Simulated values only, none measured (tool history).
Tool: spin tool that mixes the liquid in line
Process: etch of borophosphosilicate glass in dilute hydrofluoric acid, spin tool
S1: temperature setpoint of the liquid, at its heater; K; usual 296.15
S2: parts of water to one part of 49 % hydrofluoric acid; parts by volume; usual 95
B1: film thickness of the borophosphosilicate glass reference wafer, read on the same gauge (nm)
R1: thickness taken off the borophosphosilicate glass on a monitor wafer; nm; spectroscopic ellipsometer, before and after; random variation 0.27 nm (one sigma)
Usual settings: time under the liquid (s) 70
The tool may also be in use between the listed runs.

run 1 hour=0.0 | S1=296.15 S2=95 time_under_the_liquid_(s)=70 | B1=39.77 | R1=40.13
run 2 hour=34.4 | S1=296.15 S2=75 time_under_the_liquid_(s)=70 | B1=39.75 | R1=52.18
run 3 hour=54.9 | S1=296.15 S2=75 time_under_the_liquid_(s)=70 | B1=39.69 | R1=51.95
run 4 hour=70.6 | S1=296.15 S2=75 time_under_the_liquid_(s)=70 | B1=39.65 | R1=51.13
run 5 hour=102.0 | S1=296.15 S2=95 time_under_the_liquid_(s)=70 | B1=39.60 | R1=40.16
run 6 hour=124.9 | S1=296.15 S2=95 time_under_the_liquid_(s)=70 | B1=39.58 | R1=39.32
run 7 hour=215.7 | S1=296.15 S2=95 time_under_the_liquid_(s)=70 | B1=39.44 | R1=39.94
run 8 hour=246.3 | S1=296.15 S2=95 time_under_the_liquid_(s)=70 | B1=39.38 | R1=39.51
run 9 hour=281.0 | S1=296.15 S2=95 time_under_the_liquid_(s)=70 | B1=39.31 | R1=39.68
run 10 hour=297.3 | S1=296.15 S2=95 time_under_the_liquid_(s)=70 | B1=39.31 | R1=39.48
run 11 hour=309.6 | S1=296.15 S2=95 time_under_the_liquid_(s)=45 | B1=39.29 | R1=25.47
run 12 hour=333.5 | S1=296.15 S2=110 time_under_the_liquid_(s)=85 | B1=39.23 | R1=40.15
run 13 hour=354.2 | S1=296.15 S2=95 time_under_the_liquid_(s)=70 | B1=39.21 | R1=39.13
run 14 hour=368.5 | S1=296.15 S2=95 time_under_the_liquid_(s)=105 | B1=39.21 | R1=59.02
-- hour=370.5 thermometer replaced
run 15 hour=390.2 | S1=293.65 S2=95 time_under_the_liquid_(s)=110 | B1=39.14 | R1=55.47
run 16 hour=418.8 | S1=291.15 S2=95 time_under_the_liquid_(s)=70 | B1=39.11 | R1=31.86
run 17 hour=448.5 | S1=296.15 S2=95 time_under_the_liquid_(s)=35 | B1=39.03 | R1=19.61
run 18 hour=465.2 | S1=294.15 S2=135 time_under_the_liquid_(s)=95 | B1=39.05 | R1=33.26
run 19 hour=488.1 | S1=296.15 S2=95 time_under_the_liquid_(s)=70 | B1=39.00 | R1=38.78
run 20 hour=505.1 | S1=291.15 S2=95 time_under_the_liquid_(s)=70 | B1=38.97 | R1=31.67
-- hour=530.1 gauge calibrated
run 21 hour=532.8 | S1=294.15 S2=95 time_under_the_liquid_(s)=70 | B1=40.09 | R1=37.12
run 22 hour=565.5 | S1=299.15 S2=95 time_under_the_liquid_(s)=70 | B1=40.03 | R1=45.06
-- hour=584.9 hydrofluoric acid flow meter replaced
run 23 hour=669.2 | S1=291.65 S2=70 time_under_the_liquid_(s)=85 | B1=39.87 | R1=56.39
run 24 hour=688.5 | S1=294.65 S2=95 time_under_the_liquid_(s)=60 | B1=39.86 | R1=32.14
run 25 hour=723.0 | S1=299.65 S2=120 time_under_the_liquid_(s)=40 | B1=39.79 | R1=19.86
run 26 hour=746.6 | S1=293.15 S2=130 time_under_the_liquid_(s)=55 | B1=39.76 | R1=19.66
run 27 hour=779.2 | S1=291.65 S2=95 time_under_the_liquid_(s)=60 | B1=39.73 | R1=28.80
run 28 hour=796.0 | S1=292.15 S2=50 time_under_the_liquid_(s)=85 | B1=39.69 | R1=82.18
run 29 hour=821.0 | S1=296.15 S2=95 time_under_the_liquid_(s)=70 | B1=39.65 | R1=39.98
run 30 hour=852.8 | S1=296.15 S2=95 time_under_the_liquid_(s)=70 | B1=39.57 | R1=39.73
run 31 hour=871.0 | S1=296.15 S2=95 time_under_the_liquid_(s)=70 | B1=39.56 | R1=39.42
run 32 hour=919.6 | S1=292.65 S2=50 time_under_the_liquid_(s)=85 | B1=39.49 | R1=83.88
run 33 hour=947.5 | S1=296.15 S2=95 time_under_the_liquid_(s)=70 | B1=39.44 | R1=39.72

Measured less the same run without the tool's hidden state. The same run-to-run variation is in both; the gauge's scatter may not be:
The hidden state here: liquid colder than its thermometer reads (K); hydrofluoric acid flow below the setpoint (%); gauge reads high (%).
run=1 R1=-0.23
run=2 R1=-0.37
run=3 R1=-0.41
run=4 R1=-0.44
run=5 R1=-0.40
run=6 R1=-0.43
run=7 R1=-0.58
run=8 R1=-0.63
run=9 R1=-0.68
run=10 R1=-0.71
run=11 R1=-0.47
run=12 R1=-0.78
run=13 R1=-0.79
run=14 R1=-1.23
run=15 R1=-1.20
run=16 R1=-0.73
run=17 R1=-0.47
run=18 R1=-0.83
run=19 R1=-1.00
run=20 R1=-0.84
run=21 R1=+0.09
run=22 R1=+0.05
run=23 R1=-0.16
run=24 R1=-0.12
run=25 R1=-0.10
run=26 R1=-0.12
run=27 R1=-0.21
run=28 R1=-0.65
run=29 R1=-0.36
run=30 R1=-0.41
run=31 R1=-0.44
run=32 R1=-1.10
run=33 R1=-0.57
